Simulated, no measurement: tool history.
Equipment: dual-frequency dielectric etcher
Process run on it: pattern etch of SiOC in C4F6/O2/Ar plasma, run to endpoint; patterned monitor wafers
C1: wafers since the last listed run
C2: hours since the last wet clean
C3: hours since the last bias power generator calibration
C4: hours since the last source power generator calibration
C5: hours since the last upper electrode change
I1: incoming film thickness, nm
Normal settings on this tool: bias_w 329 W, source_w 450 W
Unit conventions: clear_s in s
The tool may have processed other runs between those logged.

{"run": 1, "day": 0.0, "bias_w": 329, "source_w": 390, "C1": 0, "C2": 409.6, "C3": 3626.5, "C4": 2178.5, "C5": 2660.2, "I1": 29.61, "clear_s": 10.8}
{"run": 2, "day": 0.717, "bias_w": 311, "source_w": 450, "C1": 246, "C2": 426.8, "C3": 3643.7, "C4": 2195.7, "C5": 2677.4, "I1": 29.77, "clear_s": 10.7}
{"run": 3, "day": 1.312, "bias_w": 311, "source_w": 450, "C1": 205, "C2": 441.1, "C3": 3658, "C4": 2210, "C5": 2691.7, "I1": 29.83, "clear_s": 10.7}
{"run": 4, "day": 1.838, "bias_w": 311, "source_w": 450, "C1": 180, "C2": 453.7, "C3": 3670.6, "C4": 2222.6, "C5": 2704.3, "I1": 29.86, "clear_s": 10.8}
{"run": 5, "day": 2.25, "bias_w": 329, "source_w": 450, "C1": 142, "C2": 463.6, "C3": 3680.5, "C4": 2232.5, "C5": 2714.2, "I1": 29.51, "clear_s": 10.4}
{"day": 3.883, "done": "upper electrode replaced"}
{"day": 4.233, "done": "source power generator calibrated"}
{"day": 4.396, "done": "wet clean of the chamber"}
{"run": 6, "day": 4.417, "bias_w": 329, "source_w": 450, "C1": 287, "C2": 0.5, "C3": 3732.5, "C4": 4.4, "C5": 12.8, "I1": 29.58, "clear_s": 9.9}
{"run": 7, "day": 4.433, "bias_w": 329, "source_w": 450, "C1": 5, "C2": 0.9, "C3": 3732.9, "C4": 4.8, "C5": 13.2, "I1": 30.1, "clear_s": 10}
{"run": 8, "day": 4.446, "bias_w": 377, "source_w": 550, "C1": 4, "C2": 1.2, "C3": 3733.2, "C4": 5.1, "C5": 13.5, "I1": 29.86, "clear_s": 8.9}
{"run": 9, "day": 4.458, "bias_w": 291, "source_w": 450, "C1": 4, "C2": 1.5, "C3": 3733.5, "C4": 5.4, "C5": 13.8, "I1": 29.89, "clear_s": 10.4}
{"day": 4.767, "done": "bias power generator calibrated"}
{"run": 10, "day": 5.008, "bias_w": 260, "source_w": 420, "C1": 132, "C2": 14.7, "C3": 5.8, "C4": 18.6, "C5": 27, "I1": 29.85, "clear_s": 11.1}
{"run": 11, "day": 5.608, "bias_w": 357, "source_w": 490, "C1": 206, "C2": 29.1, "C3": 20.2, "C4": 33, "C5": 41.4, "I1": 29.74, "clear_s": 9.4}
{"run": 12, "day": 6.233, "bias_w": 329, "source_w": 410, "C1": 215, "C2": 44.1, "C3": 35.2, "C4": 48, "C5": 56.4, "I1": 29.66, "clear_s": 10.2}
{"run": 13, "day": 6.712, "bias_w": 311, "source_w": 450, "C1": 165, "C2": 55.6, "C3": 46.7, "C4": 59.5, "C5": 67.9, "I1": 30.07, "clear_s": 10.3}
{"run": 14, "day": 7.408, "bias_w": 405, "source_w": 400, "C1": 239, "C2": 72.3, "C3": 63.4, "C4": 76.2, "C5": 84.6, "I1": 29.82, "clear_s": 9.5}

5 options for the next run, each taken on its own from the tool as it stands now. Forecast them:
{"run": "A", "day": 7.425, "bias_w": 389, "source_w": 450, "C1": 5, "C2": 72.7, "C3": 63.8, "C4": 76.6, "C5": 85, "I1": 29.73, "clear_s": "?"}
{"run": "B", "day": 7.425, "bias_w": 329, "source_w": 500, "C1": 5, "C2": 72.7, "C3": 63.8, "C4": 76.6, "C5": 85, "I1": 29.73, "clear_s": "?"}
{"run": "C", "day": 7.425, "bias_w": 329, "source_w": 360, "C1": 5, "C2": 72.7, "C3": 63.8, "C4": 76.6, "C5": 85, "I1": 29.73, "clear_s": "?"}
{"run": "D", "day": 7.425, "bias_w": 296, "source_w": 520, "C1": 5, "C2": 72.7, "C3": 63.8, "C4": 76.6, "C5": 85, "I1": 29.73, "clear_s": "?"}
{"run": "E", "day": 7.425, "bias_w": 372, "source_w": 490, "C1": 5, "C2": 72.7, "C3": 63.8, "C4": 76.6, "C5": 85, "I1": 29.73, "clear_s": "?"}

run=A clear_s=9.3
run=B clear_s=9.7
run=C clear_s=10.6
run=D clear_s=10
run=E clear_s=9.3
Had the tool no hidden state, the same runs would have come out as:
run=A clear_s=9.3
run=B clear_s=9.7
run=C clear_s=10.5
run=D clear_s=10
run=E clear_s=9.2
